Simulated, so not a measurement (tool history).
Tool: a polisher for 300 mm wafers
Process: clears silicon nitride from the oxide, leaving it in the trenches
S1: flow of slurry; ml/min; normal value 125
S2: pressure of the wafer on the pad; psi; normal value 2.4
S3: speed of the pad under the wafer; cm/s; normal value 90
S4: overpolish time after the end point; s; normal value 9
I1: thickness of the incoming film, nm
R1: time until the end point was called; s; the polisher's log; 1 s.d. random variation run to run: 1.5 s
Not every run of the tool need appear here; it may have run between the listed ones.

run   hour   S1   S2   S3  S4    I1     R1
  1      0  125  2.4   90   9  64.6   94.4
       2.2  -- worn pad replaced by a new one
  2   69.2  125  2.4   90   9  64.3   94.6
  3  117.2  125  2.4   90   9    65   92.9
  4  165.5  125  2.4   90   9  64.9   91.5
     189.7  -- worn pad replaced by a new one
  5  218.2  125  2.4   90   9  65.3     92
  6  264.2  125  2.4   90   9  63.8   90.5
     266.6  -- slurry nozzle cleaned
  7  296.1  125  2.4   90   9  65.1   91.4
     302.1  -- head pressure recalibrated
  8    330  125  2.4   90   9  64.8  101.3
     369.8  -- worn pad replaced by a new one
  9  370.3  125  2.4   90   9    65  104.3
 10  404.7  125  2.4   90   9  65.2  105.9
 11  446.1  125  2.4   90   9  63.9  102.3
 12  481.1  125  2.4  120   9  66.2   80.5
 13  505.5  125  1.8   90   9  64.2  136.7
     548.3  -- worn pad replaced by a new one
     560.3  -- slurry nozzle cleaned
 14  569.9  125  2.4   90   9    65    104
 15    615  125  1.7  108   9  65.1  120.3
 16  659.3  125  2.4  120  11  64.5   75.4
 17  691.1  165  2.4   90   9  63.6   96.8
     710.8  -- worn pad replaced by a new one
     831.9  -- slurry nozzle cleaned
 18  836.5   85  2.4   90   9  66.1  111.2
 19  881.1  125  2.6  118  10  65.3   71.4
     894.2  -- worn pad replaced by a new one
 20  922.8  125  1.8   90   9  66.1  138.1

The tool's hidden state at each run:
removal rate lost through wear of the pad, %: 0 at every run
slurry flow missing at the pad, %: 0 at every run
H1: deviation of the head's pressure from its setpoint, %
run      H1
  1    7.79
  2    8.89
  3    9.69
  4    10.5
  5    11.5
  6    12.4
  7      13
  8  -0.829
  9  -0.801
 10  -0.758
 11  -0.684
 12  -0.602
 13  -0.534
 14  -0.313
 15  -0.122
 16  0.0943
 17   0.267
 18    1.24
 19    1.61
 20    1.97

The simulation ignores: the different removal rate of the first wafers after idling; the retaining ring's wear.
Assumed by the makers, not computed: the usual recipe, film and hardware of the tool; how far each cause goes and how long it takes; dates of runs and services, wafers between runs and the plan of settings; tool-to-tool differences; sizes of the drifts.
